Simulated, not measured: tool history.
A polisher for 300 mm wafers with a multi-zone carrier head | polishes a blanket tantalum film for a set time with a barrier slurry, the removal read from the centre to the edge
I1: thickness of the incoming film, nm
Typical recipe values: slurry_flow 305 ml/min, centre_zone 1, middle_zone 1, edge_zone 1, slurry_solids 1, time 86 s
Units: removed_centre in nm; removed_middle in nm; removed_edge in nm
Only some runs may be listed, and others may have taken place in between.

Run 1, day 0: usual settings but edge_zone 0.97; I1 430.2. Result: removed_centre 136.7 nm, removed_middle 136.1 nm, removed_edge 138.4 nm.
Run 2, day 1.017: usual settings but edge_zone 0.97; I1 422.8. Result: removed_centre 137.3 nm, removed_middle 134.3 nm, removed_edge 133.2 nm.
At day 2.154: worn pad replaced by a new one.
Run 3, day 2.175: usual settings; I1 440. Result: removed_centre 147 nm, removed_middle 145.2 nm, removed_edge 144.5 nm.
Run 4, day 3.388: usual settings; I1 430.6. Result: removed_centre 141.7 nm, removed_middle 142.3 nm, removed_edge 141.3 nm.
At day 4.004: edge zone pressure recalibrated.
Run 5, day 4.171: usual settings; I1 427.9. Result: removed_centre 144.4 nm, removed_middle 139.2 nm, removed_edge 140 nm.
Run 6, day 4.783: usual settings; I1 435.4. Result: removed_centre 141 nm, removed_middle 139.8 nm, removed_edge 140.6 nm.
Run 7, day 6.662: usual settings; I1 427.3. Result: removed_centre 138.2 nm, removed_middle 138.3 nm, removed_edge 135.5 nm.
Run 8, day 7.754: usual settings; I1 424.5. Result: removed_centre 139.7 nm, removed_middle 134 nm, removed_edge 138.1 nm.
At day 8.262: worn pad replaced by a new one.
Run 9, day 8.838: usual settings but centre_zone 1.06, slurry_solids 0.7, time 64 s; I1 430.1. Result: removed_centre 94.4 nm, removed_middle 88.3 nm, removed_edge 86.9 nm.
Run 10, day 10.1: usual settings but slurry_flow 210 ml/min, middle_zone 1.06; I1 426.2. Result: removed_centre 138.6 nm, removed_middle 146.4 nm, removed_edge 140.6 nm.
Run 11, day 10.675: usual settings; I1 430.8. Result: removed_centre 143.9 nm, removed_middle 140.8 nm, removed_edge 141.7 nm.
At day 11.475: centre zone pressure recalibrated.
Run 12, day 11.762: usual settings but middle_zone 0.97, edge_zone 0.9; I1 431.9. Result: removed_centre 144.9 nm, removed_middle 138.7 nm, removed_edge 133.1 nm.
Run 13, day 13.079: usual settings but centre_zone 0.96, middle_zone 1.05; I1 425.3. Result: removed_centre 132.1 nm, removed_middle 138.8 nm, removed_edge 139.4 nm.
At day 13.95: slurry nozzle cleaned.
Run 14, day 14.238: usual settings; I1 428.7. Result: removed_centre 137.7 nm, removed_middle 135.3 nm, removed_edge 137 nm.
Run 15, day 15.275: usual settings but centre_zone 1.08, middle_zone 0.88, time 77 s; I1 432.2. Result: removed_centre 128.3 nm, removed_middle 107.9 nm, removed_edge 121.1 nm.
At day 15.733: worn pad replaced by a new one.
At day 15.808: carrier head's membrane replaced by a new one.
Run 16, day 16.046: usual settings but centre_zone 0.92; I1 430.8. Result: removed_centre 133.1 nm, removed_middle 144.1 nm, removed_edge 145.5 nm.
Run 17, day 17.271: usual settings but centre_zone 1.06, slurry_solids 0.7, time 64 s; I1 427.6. Result: removed_centre 94.8 nm, removed_middle 90 nm, removed_edge 86.9 nm.
At day 17.712: edge zone pressure recalibrated.
Run 18, day 18.35: usual settings but centre_zone 1.07, slurry_solids 0.85; I1 427.6. Result: removed_centre 141.7 nm, removed_middle 130.3 nm, removed_edge 128.9 nm.
Run 19, day 19.417: usual settings but slurry_flow 235 ml/min, centre_zone 1.11, slurry_solids 0.8; I1 424.6. Result: removed_centre 139 nm, removed_middle 121.6 nm, removed_edge 121.4 nm.

For run 20, what comes out?
Run 20, day 20.704: usual settings but middle_zone 0.9, edge_zone 1.1, time 96 s; I1 431. Result: removed_centre ?, removed_middle ?, removed_edge ?.

{"run 20": {"removed_centre": 156.2, "removed_middle": 141.4, "removed_edge": 159}}
Minus the tool's unlogged condition, the same run would have read removed_centre 167.9 nm, removed_middle 151.9 nm, removed_edge 170.8 nm.
